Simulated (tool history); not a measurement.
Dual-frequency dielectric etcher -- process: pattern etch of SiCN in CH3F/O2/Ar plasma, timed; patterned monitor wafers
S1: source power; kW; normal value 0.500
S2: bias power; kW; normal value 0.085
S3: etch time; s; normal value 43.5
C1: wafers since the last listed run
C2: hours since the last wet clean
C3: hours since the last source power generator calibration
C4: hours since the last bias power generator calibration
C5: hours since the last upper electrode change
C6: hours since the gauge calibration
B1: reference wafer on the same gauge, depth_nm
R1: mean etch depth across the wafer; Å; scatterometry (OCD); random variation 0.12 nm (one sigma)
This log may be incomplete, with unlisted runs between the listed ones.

{"run": 1, "hour": 0.0, "S1": 0.5, "S2": 0.085, "S3": 43.5, "C1": 0, "C2": 404.5, "C3": 205.9, "C4": 3935.0, "C5": 4135.4, "C6": 2356.6, "B1": 16.13, "R1": 169.7}
{"run": 2, "hour": 77.2, "S1": 0.57, "S2": 0.085, "S3": 43.5, "C1": 1168, "C2": 481.7, "C3": 283.1, "C4": 4012.2, "C5": 4212.6, "C6": 2433.8, "B1": 16.1, "R1": 175.5}
{"run": 3, "hour": 328.2, "S1": 0.5, "S2": 0.085, "S3": 43.5, "C1": 3798, "C2": 732.7, "C3": 534.1, "C4": 4263.2, "C5": 4463.6, "C6": 2684.8, "B1": 16.16, "R1": 167.0}
{"run": 4, "hour": 379.3, "S1": 0.5, "S2": 0.085, "S3": 43.5, "C1": 773, "C2": 783.8, "C3": 585.2, "C4": 4314.3, "C5": 4514.7, "C6": 2735.9, "B1": 16.11, "R1": 167.1}
{"run": 5, "hour": 419.2, "S1": 0.5, "S2": 0.085, "S3": 43.5, "C1": 603, "C2": 823.7, "C3": 625.1, "C4": 4354.2, "C5": 4554.6, "C6": 2775.8, "B1": 16.07, "R1": 166.7}
{"run": 6, "hour": 471.3, "S1": 0.5, "S2": 0.085, "S3": 43.5, "C1": 788, "C2": 875.8, "C3": 677.2, "C4": 4406.3, "C5": 4606.7, "C6": 2827.9, "B1": 16.14, "R1": 166.2}
{"hour": 544.2, "done": "wet clean of the chamber"}
{"run": 7, "hour": 547.2, "S1": 0.5, "S2": 0.104, "S3": 54.0, "C1": 785, "C2": 3.0, "C3": 753.1, "C4": 4482.2, "C5": 4682.6, "C6": 2903.8, "B1": 16.1, "R1": 235.3}
{"run": 8, "hour": 598.5, "S1": 0.4, "S2": 0.078, "S3": 51.0, "C1": 776, "C2": 54.3, "C3": 804.4, "C4": 4533.5, "C5": 4733.9, "C6": 2955.1, "B1": 16.12, "R1": 189.8}
{"run": 9, "hour": 667.0, "S1": 0.5, "S2": 0.102, "S3": 54.5, "C1": 1036, "C2": 122.8, "C3": 872.9, "C4": 4602.0, "C5": 4802.4, "C6": 3023.6, "B1": 16.05, "R1": 232.1}
{"run": 10, "hour": 737.1, "S1": 0.5, "S2": 0.097, "S3": 43.5, "C1": 1060, "C2": 192.9, "C3": 943.0, "C4": 4672.1, "C5": 4872.5, "C6": 3093.7, "B1": 16.1, "R1": 180.8}
{"run": 11, "hour": 828.0, "S1": 0.5, "S2": 0.085, "S3": 43.5, "C1": 1375, "C2": 283.8, "C3": 1033.9, "C4": 4763.0, "C5": 4963.4, "C6": 3184.6, "B1": 16.11, "R1": 174.4}
{"run": 12, "hour": 888.7, "S1": 0.56, "S2": 0.085, "S3": 40.0, "C1": 918, "C2": 344.5, "C3": 1094.6, "C4": 4823.7, "C5": 5024.1, "C6": 3245.3, "B1": 16.1, "R1": 164.0}
{"run": 13, "hour": 931.9, "S1": 0.5, "S2": 0.102, "S3": 54.5, "C1": 653, "C2": 387.7, "C3": 1137.8, "C4": 4866.9, "C5": 5067.3, "C6": 3288.5, "B1": 16.11, "R1": 226.7}
{"run": 14, "hour": 971.4, "S1": 0.5, "S2": 0.085, "S3": 47.5, "C1": 597, "C2": 427.2, "C3": 1177.3, "C4": 4906.4, "C5": 5106.8, "C6": 3328.0, "B1": 16.11, "R1": 185.8}
{"hour": 986.6, "done": "gauge calibrated"}
{"run": 15, "hour": 1120.0, "S1": 0.5, "S2": 0.075, "S3": 38.5, "C1": 2248, "C2": 575.8, "C3": 1325.9, "C4": 5055.0, "C5": 5255.4, "C6": 133.4, "B1": 16.1, "R1": 144.5}
{"run": 16, "hour": 1224.0, "S1": 0.57, "S2": 0.085, "S3": 39.5, "C1": 1573, "C2": 679.8, "C3": 1429.9, "C4": 5159.0, "C5": 5359.4, "C6": 237.4, "B1": 16.09, "R1": 158.1}
{"run": 17, "hour": 1280.8, "S1": 0.41, "S2": 0.106, "S3": 43.5, "C1": 859, "C2": 736.6, "C3": 1486.7, "C4": 5215.8, "C5": 5416.2, "C6": 294.2, "B1": 16.1, "R1": 171.7}
{"hour": 1288.4, "done": "source power generator calibrated"}
{"run": 18, "hour": 1329.6, "S1": 0.5, "S2": 0.085, "S3": 43.5, "C1": 677, "C2": 785.4, "C3": 41.2, "C4": 5264.6, "C5": 5465.0, "C6": 343.0, "B1": 16.08, "R1": 165.7}
{"run": 19, "hour": 1396.8, "S1": 0.5, "S2": 0.085, "S3": 43.5, "C1": 1016, "C2": 852.6, "C3": 108.4, "C4": 5331.8, "C5": 5532.2, "C6": 410.2, "B1": 16.09, "R1": 165.5}
{"hour": 1424.5, "done": "wet clean of the chamber"}
{"hour": 1461.9, "done": "upper electrode replaced"}
{"run": 20, "hour": 1482.9, "S1": 0.5, "S2": 0.085, "S3": 43.5, "C1": 576, "C2": 58.4, "C3": 194.5, "C4": 5417.9, "C5": 21.0, "C6": 496.3, "B1": 16.06, "R1": 173.4}
{"run": 21, "hour": 1585.0, "S1": 0.43, "S2": 0.094, "S3": 43.5, "C1": 1544, "C2": 160.5, "C3": 296.6, "C4": 5520.0, "C5": 123.1, "C6": 598.4, "B1": 16.12, "R1": 174.6}
{"hour": 1594.7, "done": "bias power generator calibrated"}
{"run": 22, "hour": 1674.1, "S1": 0.5, "S2": 0.085, "S3": 43.5, "C1": 1287, "C2": 249.6, "C3": 385.7, "C4": 79.4, "C5": 212.2, "C6": 687.5, "B1": 16.09, "R1": 172.8}
{"run": 23, "hour": 1767.5, "S1": 0.54, "S2": 0.074, "S3": 43.5, "C1": 1413, "C2": 343.0, "C3": 479.1, "C4": 172.8, "C5": 305.6, "C6": 780.9, "B1": 16.07, "R1": 168.7}
{"run": 24, "hour": 1866.2, "S1": 0.55, "S2": 0.074, "S3": 34.5, "C1": 1493, "C2": 441.7, "C3": 577.8, "C4": 271.5, "C5": 404.3, "C6": 879.6, "B1": 16.09, "R1": 132.2}
{"run": 25, "hour": 1906.6, "S1": 0.41, "S2": 0.072, "S3": 47.0, "C1": 611, "C2": 482.1, "C3": 618.2, "C4": 311.9, "C5": 444.7, "C6": 920.0, "B1": 16.06, "R1": 164.2}
{"run": 26, "hour": 1971.4, "S1": 0.55, "S2": 0.092, "S3": 38.5, "C1": 980, "C2": 546.9, "C3": 683.0, "C4": 376.7, "C5": 509.5, "C6": 984.8, "B1": 16.12, "R1": 158.7}
{"run": 27, "hour": 2056.4, "S1": 0.5, "S2": 0.085, "S3": 40.0, "C1": 1286, "C2": 631.9, "C3": 768.0, "C4": 461.7, "C5": 594.5, "C6": 1069.8, "B1": 16.11, "R1": 152.5}
{"run": 28, "hour": 2156.0, "S1": 0.5, "S2": 0.093, "S3": 43.5, "C1": 1507, "C2": 731.5, "C3": 867.6, "C4": 561.3, "C5": 694.1, "C6": 1169.4, "B1": 16.11, "R1": 174.7}
{"hour": 2198.4, "done": "wet clean of the chamber"}
{"run": 29, "hour": 2401.8, "S1": 0.61, "S2": 0.085, "S3": 35.0, "C1": 3356, "C2": 203.4, "C3": 1113.4, "C4": 807.1, "C5": 939.9, "C6": 1415.2, "B1": 16.11, "R1": 145.4}
{"run": 30, "hour": 2493.1, "S1": 0.5, "S2": 0.085, "S3": 43.5, "C1": 1381, "C2": 294.7, "C3": 1204.7, "C4": 898.4, "C5": 1031.2, "C6": 1506.5, "B1": 16.13, "R1": 173.6}

What the log doesn't show, run by run:
source power that arrives over what is set, %: 0 in every run
bias power that arrives over what is set, %: 0 in every run
gauge reads high (%): 0 in every run
H1: etch rate over this chamber's usual, %
run=1 H1=-2.86
run=2 H1=-3.35
run=3 H1=-4.93
run=4 H1=-5.25
run=5 H1=-5.5
run=6 H1=-5.83
run=7 H1=-0.242
run=8 H1=-0.565
run=9 H1=-0.996
run=10 H1=-1.44
run=11 H1=-2.01
run=12 H1=-2.39
run=13 H1=-2.66
run=14 H1=-2.91
run=15 H1=-3.85
run=16 H1=-4.5
run=17 H1=-4.86
run=18 H1=-5.16
run=19 H1=-5.59
run=20 H1=-0.947
run=21 H1=-1.59
run=22 H1=-2.15
run=23 H1=-2.74
run=24 H1=-3.36
run=25 H1=-3.61
run=26 H1=-4.02
run=27 H1=-4.55
run=28 H1=-5.18
run=29 H1=-1.55
run=30 H1=-2.13

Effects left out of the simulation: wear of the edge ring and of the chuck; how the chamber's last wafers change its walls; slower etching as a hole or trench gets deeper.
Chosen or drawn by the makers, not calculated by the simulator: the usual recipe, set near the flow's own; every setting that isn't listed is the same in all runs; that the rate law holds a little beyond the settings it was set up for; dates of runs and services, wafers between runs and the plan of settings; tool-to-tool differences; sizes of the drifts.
